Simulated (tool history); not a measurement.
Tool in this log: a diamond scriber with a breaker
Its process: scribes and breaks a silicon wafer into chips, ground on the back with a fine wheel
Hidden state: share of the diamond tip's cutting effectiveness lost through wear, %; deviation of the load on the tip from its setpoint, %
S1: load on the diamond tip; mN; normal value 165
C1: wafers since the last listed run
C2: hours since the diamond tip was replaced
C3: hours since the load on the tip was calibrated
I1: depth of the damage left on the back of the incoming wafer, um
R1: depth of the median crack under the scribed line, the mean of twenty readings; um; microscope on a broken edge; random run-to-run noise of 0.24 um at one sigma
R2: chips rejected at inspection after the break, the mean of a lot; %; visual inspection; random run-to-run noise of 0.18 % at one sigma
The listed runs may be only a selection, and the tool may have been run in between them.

| run | hour | S1 | C1 | C2 | C3 | I1 | R1 | R2 |
|---|---|---|---|---|---|---|---|---|
| 1 | 0.0 | 148 | 0 | 212.2 | 57.9 | 2.20 | 11.54 | 3.22 |
| 2 | 63.4 | 148 | 306 | 275.6 | 121.3 | 2.17 | 10.91 | 3.59 |
| 3 | 142.3 | 165 | 381 | 354.5 | 200.2 | 2.20 | 11.70 | 2.55 |
| 4 | 177.6 | 165 | 170 | 389.8 | 235.5 | 2.94 | 11.59 | 3.80 |
| 5 | 245.7 | 165 | 328 | 457.9 | 303.6 | 2.51 | 11.40 | 3.29 |
|  | 285.0 | diamond tip replaced by a new one |
| 6 | 291.9 | 165 | 213 | 6.9 | 349.8 | 2.05 | 11.09 | 3.07 |
|  | 330.8 | load on the tip recalibrated |
| 7 | 355.1 | 165 | 295 | 70.1 | 24.3 | 2.42 | 12.37 | 2.43 |
| 8 | 422.4 | 165 | 325 | 137.4 | 91.6 | 2.31 | 11.46 | 2.68 |
| 9 | 465.0 | 165 | 205 | 180.0 | 134.2 | 2.31 | 11.60 | 2.84 |
| 10 | 516.8 | 144 | 250 | 231.8 | 186.0 | 2.54 | 10.57 | 6.09 |
| 11 | 560.6 | 144 | 211 | 275.6 | 229.8 | 2.44 | 10.91 | 5.68 |
| 12 | 613.3 | 165 | 254 | 328.3 | 282.5 | 2.70 | 11.34 | 3.71 |
|  | 678.3 | diamond tip replaced by a new one |
| 13 | 678.8 | 165 | 306 | 0.5 | 348.0 | 2.05 | 11.52 | 2.74 |
| 14 | 743.5 | 165 | 312 | 65.2 | 412.7 | 2.87 | 11.24 | 3.95 |
| 15 | 789.9 | 204 | 224 | 111.6 | 459.1 | 2.13 | 12.50 | 1.90 |
|  | 824.7 | load on the tip recalibrated |
| 16 | 843.6 | 204 | 249 | 165.3 | 18.9 | 2.00 | 14.03 | 3.02 |
| 17 | 872.8 | 165 | 141 | 194.5 | 48.1 | 2.13 | 12.10 | 2.37 |
| 18 | 913.4 | 165 | 196 | 235.1 | 88.7 | 2.20 | 11.81 | 2.59 |
| 19 | 957.4 | 178 | 212 | 279.1 | 132.7 | 1.98 | 12.08 | 2.28 |
| 20 | 1003.7 | 205 | 223 | 325.4 | 179.0 | 2.84 | 12.72 | 3.05 |
| 21 | 1054.3 | 184 | 244 | 376.0 | 229.6 | 1.83 | 11.49 | 2.40 |
|  | 1065.1 | diamond tip replaced by a new one |
| 22 | 1112.1 | 122 | 269 | 47.0 | 287.4 | 2.83 | 9.34 | 12.04 |
| 23 | 1163.6 | 202 | 248 | 98.5 | 338.9 | 2.35 | 12.57 | 2.22 |
| 24 | 1192.8 | 151 | 141 | 127.7 | 368.1 | 2.34 | 10.69 | 4.84 |
| 25 | 1231.0 | 185 | 184 | 165.9 | 406.3 | 2.18 | 12.02 | 2.50 |
|  | 1245.6 | load on the tip recalibrated |
| 26 | 1284.4 | 213 | 248 | 219.3 | 38.8 | 1.63 | 14.73 | 3.14 |
| 27 | 1343.7 | 212 | 286 | 278.6 | 98.1 | 1.77 | 14.18 | 3.20 |
| 28 | 1396.6 | 128 | 255 | 331.5 | 151.0 | 2.16 | 10.36 | 6.67 |
| 29 | 1468.4 | 189 | 346 | 403.3 | 222.8 | 2.42 | 12.19 | 2.44 |
|  | 1480.4 | diamond tip replaced by a new one |
| 30 | 1508.5 | 133 | 183 | 28.1 | 262.9 | 2.77 | 10.29 | 7.53 |
| 31 | 1574.7 | 186 | 319 | 94.3 | 329.1 | 2.25 | 12.35 | 2.65 |
| 32 | 1638.2 | 165 | 306 | 157.8 | 392.6 | 2.18 | 11.01 | 2.96 |
|  | 1667.4 | load on the tip recalibrated |
| 33 | 1672.8 | 165 | 157 | 192.4 | 5.4 | 2.83 | 12.13 | 2.80 |
| 34 | 1741.5 | 117 | 331 | 261.1 | 74.1 | 2.45 | 9.84 | 9.34 |
| 35 | 1799.8 | 123 | 281 | 319.4 | 132.4 | 2.26 | 9.31 | 8.43 |
| 36 | 1828.4 | 165 | 138 | 348.0 | 161.0 | 1.75 | 11.56 | 2.81 |
| 37 | 1858.3 | 139 | 144 | 377.9 | 190.9 | 2.25 | 10.41 | 5.78 |
| 38 | 1919.3 | 165 | 294 | 438.9 | 251.9 | 1.55 | 11.28 | 2.70 |

4 options for the next run, each taken on its own from the tool as it stands now. Forecast them:
| A | 1919.8 | 129 | 2 | 439.4 | 252.4 | 1.84 | ? | ? |
| B | 1919.8 | 145 | 2 | 439.4 | 252.4 | 1.84 | ? | ? |
| C | 1919.8 | 132 | 2 | 439.4 | 252.4 | 1.84 | ? | ? |
| D | 1919.8 | 199 | 2 | 439.4 | 252.4 | 1.84 | ? | ? |

| run | R1 | R2 |
|---|---|---|
| A | 9.86 | 7.68 |
| B | 10.56 | 4.89 |
| C | 10.00 | 7.07 |
| D | 12.78 | 2.01 |
The same runs, with their run-to-run variation unchanged, on a tool lacking any hidden condition would have given:
| run | R1 | R2 |
|---|---|---|
| A | 10.77 | 4.26 |
| B | 11.54 | 2.64 |
| C | 10.92 | 3.87 |
| D | 13.96 | 3.19 |

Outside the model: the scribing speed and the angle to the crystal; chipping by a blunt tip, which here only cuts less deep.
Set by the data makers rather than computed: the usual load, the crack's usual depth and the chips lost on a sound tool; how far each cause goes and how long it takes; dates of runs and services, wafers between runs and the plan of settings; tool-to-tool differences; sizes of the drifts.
